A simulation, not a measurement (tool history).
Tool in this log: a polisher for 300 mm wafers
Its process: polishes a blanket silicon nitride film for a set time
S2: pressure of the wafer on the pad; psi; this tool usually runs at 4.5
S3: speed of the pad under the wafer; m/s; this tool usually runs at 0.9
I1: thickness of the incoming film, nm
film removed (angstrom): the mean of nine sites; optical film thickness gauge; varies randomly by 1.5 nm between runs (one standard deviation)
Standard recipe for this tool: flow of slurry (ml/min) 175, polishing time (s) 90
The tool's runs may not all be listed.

{"run": 1, "hour": 0.0, "flow of slurry (ml/min)": 200, "S2": 5.4, "S3": 0.9, "polishing time (s)": 90, "I1": 685.8, "film removed (angstrom)": 2549}
{"run": 2, "hour": 10.4, "flow of slurry (ml/min)": 175, "S2": 4.5, "S3": 0.9, "polishing time (s)": 90, "I1": 672.3, "film removed (angstrom)": 2086}
{"run": 3, "hour": 20.8, "flow of slurry (ml/min)": 175, "S2": 4.9, "S3": 0.9, "polishing time (s)": 90, "I1": 673.5, "film removed (angstrom)": 2266}
{"run": 4, "hour": 33.5, "flow of slurry (ml/min)": 175, "S2": 4.9, "S3": 0.9, "polishing time (s)": 90, "I1": 679.4, "film removed (angstrom)": 2240}
{"run": 5, "hour": 48.8, "flow of slurry (ml/min)": 175, "S2": 4.9, "S3": 0.9, "polishing time (s)": 90, "I1": 691.3, "film removed (angstrom)": 2244}
{"run": 6, "hour": 54.9, "flow of slurry (ml/min)": 175, "S2": 4.5, "S3": 0.9, "polishing time (s)": 107, "I1": 675.4, "film removed (angstrom)": 2436}
{"hour": 58.9, "done": "worn pad replaced by a new one"}
{"run": 7, "hour": 61.5, "flow of slurry (ml/min)": 175, "S2": 4.5, "S3": 0.9, "polishing time (s)": 107, "I1": 667, "film removed (angstrom)": 2594}
{"run": 8, "hour": 68.0, "flow of slurry (ml/min)": 175, "S2": 4.5, "S3": 0.9, "polishing time (s)": 90, "I1": 685.7, "film removed (angstrom)": 2169}
{"run": 9, "hour": 82.3, "flow of slurry (ml/min)": 175, "S2": 4.5, "S3": 0.9, "polishing time (s)": 90, "I1": 685.9, "film removed (angstrom)": 2098}
{"run": 10, "hour": 91.3, "flow of slurry (ml/min)": 175, "S2": 4.5, "S3": 0.9, "polishing time (s)": 90, "I1": 683, "film removed (angstrom)": 2104}
{"hour": 126.7, "done": "head pressure recalibrated"}
{"run": 11, "hour": 127.2, "flow of slurry (ml/min)": 130, "S2": 4.5, "S3": 0.9, "polishing time (s)": 90, "I1": 684.1, "film removed (angstrom)": 1937}
{"run": 12, "hour": 135.1, "flow of slurry (ml/min)": 175, "S2": 4.5, "S3": 0.9, "polishing time (s)": 90, "I1": 685.8, "film removed (angstrom)": 2041}
{"hour": 152.7, "done": "worn pad replaced by a new one"}
{"run": 13, "hour": 153.2, "flow of slurry (ml/min)": 175, "S2": 4.5, "S3": 0.9, "polishing time (s)": 90, "I1": 671.4, "film removed (angstrom)": 2208}
{"run": 14, "hour": 162.5, "flow of slurry (ml/min)": 175, "S2": 4.5, "S3": 0.9, "polishing time (s)": 90, "I1": 680, "film removed (angstrom)": 2160}
{"run": 15, "hour": 170.4, "flow of slurry (ml/min)": 175, "S2": 4.5, "S3": 1.1, "polishing time (s)": 82, "I1": 682, "film removed (angstrom)": 2294}
{"run": 16, "hour": 184.7, "flow of slurry (ml/min)": 175, "S2": 4.5, "S3": 0.9, "polishing time (s)": 90, "I1": 688.1, "film removed (angstrom)": 2101}
{"run": 17, "hour": 198.7, "flow of slurry (ml/min)": 175, "S2": 4.5, "S3": 0.9, "polishing time (s)": 90, "I1": 681, "film removed (angstrom)": 2074}
{"run": 18, "hour": 216.0, "flow of slurry (ml/min)": 175, "S2": 4.5, "S3": 0.9, "polishing time (s)": 90, "I1": 688.9, "film removed (angstrom)": 2059}
{"run": 19, "hour": 223.8, "flow of slurry (ml/min)": 175, "S2": 5.3, "S3": 0.74, "polishing time (s)": 90, "I1": 686.4, "film removed (angstrom)": 2077}

Run 20 is up next; what results do you expect?
{"hour": 239.2, "done": "worn pad replaced by a new one"}
{"run": 20, "hour": 239.7, "flow of slurry (ml/min)": 175, "S2": 4.5, "S3": 1.02, "polishing time (s)": 74, "I1": 686.8, "film removed (angstrom)": "?"}

{"run 20": {"film removed (angstrom)": 1993}}
Were there no unlogged condition in the tool, this run, its random variation unchanged, would have produced film removed (angstrom) 1996.
